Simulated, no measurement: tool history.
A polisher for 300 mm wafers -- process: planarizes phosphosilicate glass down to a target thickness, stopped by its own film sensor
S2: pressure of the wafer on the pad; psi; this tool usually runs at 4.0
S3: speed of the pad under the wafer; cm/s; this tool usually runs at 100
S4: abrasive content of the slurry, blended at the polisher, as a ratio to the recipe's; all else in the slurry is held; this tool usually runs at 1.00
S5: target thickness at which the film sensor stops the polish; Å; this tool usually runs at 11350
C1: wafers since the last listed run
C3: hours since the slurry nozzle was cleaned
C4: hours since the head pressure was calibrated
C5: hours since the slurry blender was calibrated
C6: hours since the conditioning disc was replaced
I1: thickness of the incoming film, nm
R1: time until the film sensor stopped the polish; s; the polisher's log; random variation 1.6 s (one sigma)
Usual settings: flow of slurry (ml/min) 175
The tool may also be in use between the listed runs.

{"run": 1, "hour": 0.0, "flow of slurry (ml/min)": 175, "S2": 4.0, "S3": 100, "S4": 1.0, "S5": 11350, "C1": 0, "wafers polished on this pad": 1043, "C3": 50.4, "C4": 45.6, "C5": 473.3, "C6": 267.1, "I1": 2369.1, "R1": 123.4}
{"run": 2, "hour": 26.2, "flow of slurry (ml/min)": 175, "S2": 4.0, "S3": 100, "S4": 1.0, "S5": 11350, "C1": 257, "wafers polished on this pad": 1301, "C3": 76.6, "C4": 71.8, "C5": 499.5, "C6": 293.3, "I1": 2346.6, "R1": 120.8}
{"hour": 73.6, "done": "conditioning disc replaced and pad reconditioned"}
{"hour": 81.6, "done": "slurry blender recalibrated"}
{"run": 3, "hour": 82.8, "flow of slurry (ml/min)": 175, "S2": 4.0, "S3": 100, "S4": 1.0, "S5": 11350, "C1": 517, "wafers polished on this pad": 1819, "C3": 133.2, "C4": 128.4, "C5": 1.2, "C6": 9.2, "I1": 2309.9, "R1": 120.9}
{"run": 4, "hour": 136.9, "flow of slurry (ml/min)": 175, "S2": 4.0, "S3": 100, "S4": 1.0, "S5": 11350, "C1": 532, "wafers polished on this pad": 2351, "C3": 187.3, "C4": 182.5, "C5": 55.3, "C6": 63.3, "I1": 2379.9, "R1": 127.5}
{"run": 5, "hour": 187.3, "flow of slurry (ml/min)": 175, "S2": 4.0, "S3": 100, "S4": 1.0, "S5": 11350, "C1": 496, "wafers polished on this pad": 2848, "C3": 237.7, "C4": 232.9, "C5": 105.7, "C6": 113.7, "I1": 2355.8, "R1": 130.6}
{"run": 6, "hour": 227.7, "flow of slurry (ml/min)": 175, "S2": 4.0, "S3": 100, "S4": 1.0, "S5": 11350, "C1": 397, "wafers polished on this pad": 3246, "C3": 278.1, "C4": 273.3, "C5": 146.1, "C6": 154.1, "I1": 2339.5, "R1": 131.5}
{"run": 7, "hour": 252.8, "flow of slurry (ml/min)": 175, "S2": 4.0, "S3": 72, "S4": 1.0, "S5": 11350, "C1": 247, "wafers polished on this pad": 3493, "C3": 303.2, "C4": 298.4, "C5": 171.2, "C6": 179.2, "I1": 2370.8, "R1": 173.8}
{"hour": 257.3, "done": "worn pad replaced by a new one"}
{"run": 8, "hour": 302.9, "flow of slurry (ml/min)": 175, "S2": 4.0, "S3": 100, "S4": 1.0, "S5": 11350, "C1": 453, "wafers polished on this pad": 449, "C3": 353.3, "C4": 348.5, "C5": 221.3, "C6": 229.3, "I1": 2347.7, "R1": 122.2}
{"hour": 329.8, "done": "slurry nozzle cleaned"}
{"run": 9, "hour": 357.2, "flow of slurry (ml/min)": 130, "S2": 4.0, "S3": 100, "S4": 1.0, "S5": 11350, "C1": 524, "wafers polished on this pad": 974, "C3": 27.4, "C4": 402.8, "C5": 275.6, "C6": 283.6, "I1": 2364.6, "R1": 127.7}
{"run": 10, "hour": 390.2, "flow of slurry (ml/min)": 120, "S2": 4.4, "S3": 84, "S4": 0.75, "S5": 11350, "C1": 324, "wafers polished on this pad": 1299, "C3": 60.4, "C4": 435.8, "C5": 308.6, "C6": 316.6, "I1": 2335.9, "R1": 155.0}
{"hour": 427.8, "done": "conditioning disc replaced and pad reconditioned"}
{"run": 11, "hour": 428.3, "flow of slurry (ml/min)": 175, "S2": 4.8, "S3": 76, "S4": 1.0, "S5": 13550, "C1": 355, "wafers polished on this pad": 1654, "C3": 98.5, "C4": 473.9, "C5": 346.7, "C6": 0.5, "I1": 2369.2, "R1": 103.6}
{"run": 12, "hour": 473.4, "flow of slurry (ml/min)": 175, "S2": 4.0, "S3": 122, "S4": 0.75, "S5": 11350, "C1": 444, "wafers polished on this pad": 2098, "C3": 143.6, "C4": 519.0, "C5": 391.8, "C6": 45.6, "I1": 2337.7, "R1": 123.0}
{"hour": 530.7, "done": "slurry blender recalibrated"}
{"run": 13, "hour": 535.1, "flow of slurry (ml/min)": 175, "S2": 4.0, "S3": 100, "S4": 1.0, "S5": 15250, "C1": 587, "wafers polished on this pad": 2686, "C3": 205.3, "C4": 580.7, "C5": 4.4, "C6": 107.3, "I1": 2343.7, "R1": 87.8}
{"run": 14, "hour": 566.4, "flow of slurry (ml/min)": 175, "S2": 3.0, "S3": 120, "S4": 1.0, "S5": 14370, "C1": 308, "wafers polished on this pad": 2994, "C3": 236.6, "C4": 612.0, "C5": 35.7, "C6": 138.6, "I1": 2363.9, "R1": 116.2}
{"hour": 571.2, "done": "head pressure recalibrated"}
{"hour": 610.0, "done": "worn pad replaced by a new one"}
{"run": 15, "hour": 626.7, "flow of slurry (ml/min)": 175, "S2": 3.3, "S3": 100, "S4": 1.0, "S5": 11350, "C1": 534, "wafers polished on this pad": 164, "C3": 296.9, "C4": 55.5, "C5": 96.0, "C6": 198.9, "I1": 2330.2, "R1": 138.3}
{"run": 16, "hour": 657.7, "flow of slurry (ml/min)": 175, "S2": 4.0, "S3": 100, "S4": 1.0, "S5": 11350, "C1": 305, "wafers polished on this pad": 469, "C3": 327.9, "C4": 86.5, "C5": 127.0, "C6": 229.9, "I1": 2354.0, "R1": 117.6}
{"run": 17, "hour": 707.8, "flow of slurry (ml/min)": 175, "S2": 4.0, "S3": 100, "S4": 1.0, "S5": 11350, "C1": 493, "wafers polished on this pad": 963, "C3": 378.0, "C4": 136.6, "C5": 177.1, "C6": 280.0, "I1": 2356.1, "R1": 122.2}
{"hour": 748.7, "done": "slurry nozzle cleaned"}
{"hour": 750.1, "done": "conditioning disc replaced and pad reconditioned"}
{"run": 18, "hour": 756.1, "flow of slurry (ml/min)": 175, "S2": 4.0, "S3": 100, "S4": 1.25, "S5": 11350, "C1": 451, "wafers polished on this pad": 1414, "C3": 7.4, "C4": 184.9, "C5": 225.4, "C6": 6.0, "I1": 2333.3, "R1": 108.2}
{"run": 19, "hour": 803.2, "flow of slurry (ml/min)": 145, "S2": 3.5, "S3": 130, "S4": 1.0, "S5": 13230, "C1": 463, "wafers polished on this pad": 1878, "C3": 54.5, "C4": 232.0, "C5": 272.5, "C6": 53.1, "I1": 2389.3, "R1": 105.7}
{"run": 20, "hour": 859.4, "flow of slurry (ml/min)": 215, "S2": 5.0, "S3": 100, "S4": 1.0, "S5": 11350, "C1": 553, "wafers polished on this pad": 2432, "C3": 110.7, "C4": 288.2, "C5": 328.7, "C6": 109.3, "I1": 2376.2, "R1": 97.2}
{"run": 21, "hour": 885.5, "flow of slurry (ml/min)": 175, "S2": 2.9, "S3": 64, "S4": 1.0, "S5": 11350, "C1": 256, "wafers polished on this pad": 2689, "C3": 136.8, "C4": 314.3, "C5": 354.8, "C6": 135.4, "I1": 2314.2, "R1": 233.0}
{"run": 22, "hour": 919.7, "flow of slurry (ml/min)": 135, "S2": 5.4, "S3": 100, "S4": 1.0, "S5": 11350, "C1": 336, "wafers polished on this pad": 3025, "C3": 171.0, "C4": 348.5, "C5": 389.0, "C6": 169.6, "I1": 2380.8, "R1": 104.6}
{"run": 23, "hour": 949.8, "flow of slurry (ml/min)": 215, "S2": 4.0, "S3": 68, "S4": 1.3, "S5": 11350, "C1": 296, "wafers polished on this pad": 3322, "C3": 201.1, "C4": 378.6, "C5": 419.1, "C6": 199.7, "I1": 2321.7, "R1": 150.7}
{"run": 24, "hour": 977.7, "flow of slurry (ml/min)": 175, "S2": 4.5, "S3": 100, "S4": 1.0, "S5": 13470, "C1": 274, "wafers polished on this pad": 3596, "C3": 229.0, "C4": 406.5, "C5": 447.0, "C6": 227.6, "I1": 2352.7, "R1": 100.7}
{"hour": 1002.8, "done": "worn pad replaced by a new one"}
{"run": 25, "hour": 1019.8, "flow of slurry (ml/min)": 175, "S2": 4.7, "S3": 100, "S4": 1.3, "S5": 11350, "C1": 375, "wafers polished on this pad": 166, "C3": 271.1, "C4": 448.6, "C5": 489.1, "C6": 269.7, "I1": 2332.4, "R1": 87.6}

For each run, the measured value with the value that run would have given without the tool's hidden condition subtracted. The run-to-run variation is shared by both, the gauge scatter possibly not:
Hidden state at play: removal rate lost through wear of the pad, %; slurry flow missing at the pad, %; deviation of the head's pressure from its setpoint, %; abrasive missing from the slurry, %; time polished since the conditioner stopped cutting, s.
run=1 R1=+2.2
run=2 R1=+2.9
run=3 R1=+5.3
run=4 R1=+8.7
run=5 R1=+12.5
run=6 R1=+16.1
run=7 R1=+24.4
run=8 R1=+0.9
run=9 R1=+2.0
run=10 R1=+3.6
run=11 R1=+3.6
run=12 R1=+6.5
run=13 R1=+7.4
run=14 R1=+11.9
run=15 R1=+0.3
run=16 R1=+0.4
run=17 R1=+1.4
run=18 R1=+2.6
run=19 R1=+4.2
run=20 R1=+6.3
run=21 R1=+18.5
run=22 R1=+10.5
run=23 R1=+18.1
run=24 R1=+14.2
run=25 R1=+0.6
